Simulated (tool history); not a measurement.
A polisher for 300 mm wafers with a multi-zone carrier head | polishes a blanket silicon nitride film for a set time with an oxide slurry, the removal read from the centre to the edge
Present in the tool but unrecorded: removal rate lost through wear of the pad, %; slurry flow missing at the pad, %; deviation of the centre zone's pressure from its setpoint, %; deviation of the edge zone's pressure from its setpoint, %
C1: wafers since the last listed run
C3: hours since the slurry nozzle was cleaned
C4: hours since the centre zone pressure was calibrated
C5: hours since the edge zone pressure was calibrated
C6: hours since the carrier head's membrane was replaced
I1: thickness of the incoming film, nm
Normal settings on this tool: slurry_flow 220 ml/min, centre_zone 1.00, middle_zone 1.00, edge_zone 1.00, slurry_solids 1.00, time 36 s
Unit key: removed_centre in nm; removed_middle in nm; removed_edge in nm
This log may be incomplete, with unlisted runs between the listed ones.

run 1 hour=0.0 | slurry_flow=220 centre_zone=1.00 middle_zone=1.00 edge_zone=1.00 slurry_solids=1.00 time=36 | C1=0 wafers_polished_on_this_pad=1922 C3=307.8 C4=741.9 C5=192.3 C6=237.1 | I1=442.2 | removed_centre=18.7 removed_middle=18.1 removed_edge=18.3
-- hour=52.7 worn pad replaced by a new one
run 2 hour=56.1 | slurry_flow=220 centre_zone=1.00 middle_zone=1.00 edge_zone=1.00 slurry_solids=1.00 time=36 | C1=886 wafers_polished_on_this_pad=58 C3=363.9 C4=798.0 C5=248.4 C6=293.2 | I1=432.8 | removed_centre=18.6 removed_middle=18.5 removed_edge=18.5
run 3 hour=90.3 | slurry_flow=220 centre_zone=1.00 middle_zone=1.00 edge_zone=1.00 slurry_solids=1.00 time=36 | C1=581 wafers_polished_on_this_pad=640 C3=398.1 C4=832.2 C5=282.6 C6=327.4 | I1=432.7 | removed_centre=18.6 removed_middle=18.7 removed_edge=18.7
run 4 hour=161.7 | slurry_flow=220 centre_zone=1.00 middle_zone=1.00 edge_zone=1.00 slurry_solids=0.85 time=36 | C1=1214 wafers_polished_on_this_pad=1855 C3=469.5 C4=903.6 C5=354.0 C6=398.8 | I1=438.2 | removed_centre=16.0 removed_middle=16.6 removed_edge=15.9
run 5 hour=207.4 | slurry_flow=220 centre_zone=1.00 middle_zone=1.00 edge_zone=1.00 slurry_solids=0.85 time=36 | C1=777 wafers_polished_on_this_pad=2632 C3=515.2 C4=949.3 C5=399.7 C6=444.5 | I1=439.2 | removed_centre=15.7 removed_middle=15.7 removed_edge=15.7
-- hour=225.2 worn pad replaced by a new one
run 6 hour=264.8 | slurry_flow=220 centre_zone=1.00 middle_zone=1.00 edge_zone=1.00 slurry_solids=0.85 time=36 | C1=908 wafers_polished_on_this_pad=674 C3=572.6 C4=1006.7 C5=457.1 C6=501.9 | I1=443.4 | removed_centre=16.1 removed_middle=16.1 removed_edge=16.3
-- hour=277.5 centre zone pressure recalibrated
run 7 hour=310.9 | slurry_flow=220 centre_zone=1.00 middle_zone=1.00 edge_zone=1.00 slurry_solids=1.00 time=36 | C1=750 wafers_polished_on_this_pad=1424 C3=618.7 C4=33.4 C5=503.2 C6=548.0 | I1=446.9 | removed_centre=18.2 removed_middle=18.7 removed_edge=18.4
run 8 hour=355.0 | slurry_flow=220 centre_zone=1.00 middle_zone=1.00 edge_zone=1.00 slurry_solids=1.00 time=36 | C1=750 wafers_polished_on_this_pad=2174 C3=662.8 C4=77.5 C5=547.3 C6=592.1 | I1=439.3 | removed_centre=17.9 removed_middle=18.5 removed_edge=18.2
run 9 hour=387.9 | slurry_flow=220 centre_zone=1.00 middle_zone=1.00 edge_zone=1.00 slurry_solids=1.00 time=36 | C1=559 wafers_polished_on_this_pad=2734 C3=695.7 C4=110.4 C5=580.2 C6=625.0 | I1=444.9 | removed_centre=17.9 removed_middle=18.1 removed_edge=17.7
-- hour=413.6 worn pad replaced by a new one
-- hour=418.2 carrier head's membrane replaced by a new one
-- hour=422.9 slurry nozzle cleaned
run 10 hour=451.3 | slurry_flow=220 centre_zone=1.00 middle_zone=1.00 edge_zone=1.00 slurry_solids=1.00 time=32 | C1=915 wafers_polished_on_this_pad=546 C3=28.4 C4=173.8 C5=643.6 C6=33.1 | I1=435.1 | removed_centre=16.5 removed_middle=16.8 removed_edge=16.5
run 11 hour=496.8 | slurry_flow=220 centre_zone=1.00 middle_zone=1.00 edge_zone=1.00 slurry_solids=1.00 time=36 | C1=774 wafers_polished_on_this_pad=1320 C3=73.9 C4=219.3 C5=689.1 C6=78.6 | I1=440.9 | removed_centre=18.4 removed_middle=18.7 removed_edge=18.5
run 12 hour=533.3 | slurry_flow=220 centre_zone=1.00 middle_zone=1.05 edge_zone=1.00 slurry_solids=1.00 time=36 | C1=620 wafers_polished_on_this_pad=1941 C3=110.4 C4=255.8 C5=725.6 C6=115.1 | I1=443.2 | removed_centre=18.3 removed_middle=19.0 removed_edge=18.1
-- hour=585.3 edge zone pressure recalibrated
run 13 hour=586.3 | slurry_flow=220 centre_zone=1.04 middle_zone=1.00 edge_zone=1.00 slurry_solids=1.00 time=36 | C1=867 wafers_polished_on_this_pad=2809 C3=163.4 C4=308.8 C5=1.0 C6=168.1 | I1=445.8 | removed_centre=18.0 removed_middle=17.9 removed_edge=17.8
-- hour=594.7 worn pad replaced by a new one, of another model than before
run 14 hour=656.9 | slurry_flow=220 centre_zone=1.00 middle_zone=1.00 edge_zone=1.00 slurry_solids=1.30 time=36 | C1=1133 wafers_polished_on_this_pad=1058 C3=234.0 C4=379.4 C5=71.6 C6=238.7 | I1=432.7 | removed_centre=21.3 removed_middle=22.4 removed_edge=21.5
run 15 hour=697.4 | slurry_flow=220 centre_zone=1.00 middle_zone=1.00 edge_zone=1.00 slurry_solids=0.75 time=36 | C1=689 wafers_polished_on_this_pad=1747 C3=274.5 C4=419.9 C5=112.1 C6=279.2 | I1=430.8 | removed_centre=13.7 removed_middle=13.9 removed_edge=13.5
run 16 hour=723.6 | slurry_flow=260 centre_zone=1.08 middle_zone=1.03 edge_zone=1.00 slurry_solids=1.00 time=36 | C1=445 wafers_polished_on_this_pad=2193 C3=300.7 C4=446.1 C5=138.3 C6=305.4 | I1=436.0 | removed_centre=19.2 removed_middle=19.3 removed_edge=18.3
-- hour=755.8 worn pad replaced by a new one
run 17 hour=756.3 | slurry_flow=220 centre_zone=1.00 middle_zone=1.00 edge_zone=1.12 slurry_solids=0.85 time=36 | C1=488 wafers_polished_on_this_pad=8 C3=333.4 C4=478.8 C5=171.0 C6=338.1 | I1=442.2 | removed_centre=16.5 removed_middle=16.2 removed_edge=17.2
run 18 hour=820.4 | slurry_flow=220 centre_zone=1.00 middle_zone=1.00 edge_zone=1.00 slurry_solids=1.00 time=36 | C1=1090 wafers_polished_on_this_pad=1099 C3=397.5 C4=542.9 C5=235.1 C6=402.2 | I1=441.9 | removed_centre=18.7 removed_middle=18.7 removed_edge=18.7

List, for all runs, the conditions of the tool that the log does not record:
slurry flow missing at the pad, %: 0, the same for each run
deviation of the centre zone's pressure from its setpoint, %: 0, the same for each run
deviation of the edge zone's pressure from its setpoint, %: 0, the same for each run
H1: removal rate lost through wear of the pad, %
run=1 H1=2.3
run=2 H1=0.329
run=3 H1=0.569
run=4 H1=2.36
run=5 H1=4.41
run=6 H1=0.773
run=7 H1=1.76
run=8 H1=3.38
run=9 H1=5.02
run=10 H1=0.613
run=11 H1=1.55
run=12 H1=2.82
run=13 H1=5.46
run=14 H1=2.01
run=15 H1=3.15
run=16 H1=4.18
run=17 H1=0.0483
run=18 H1=0.76
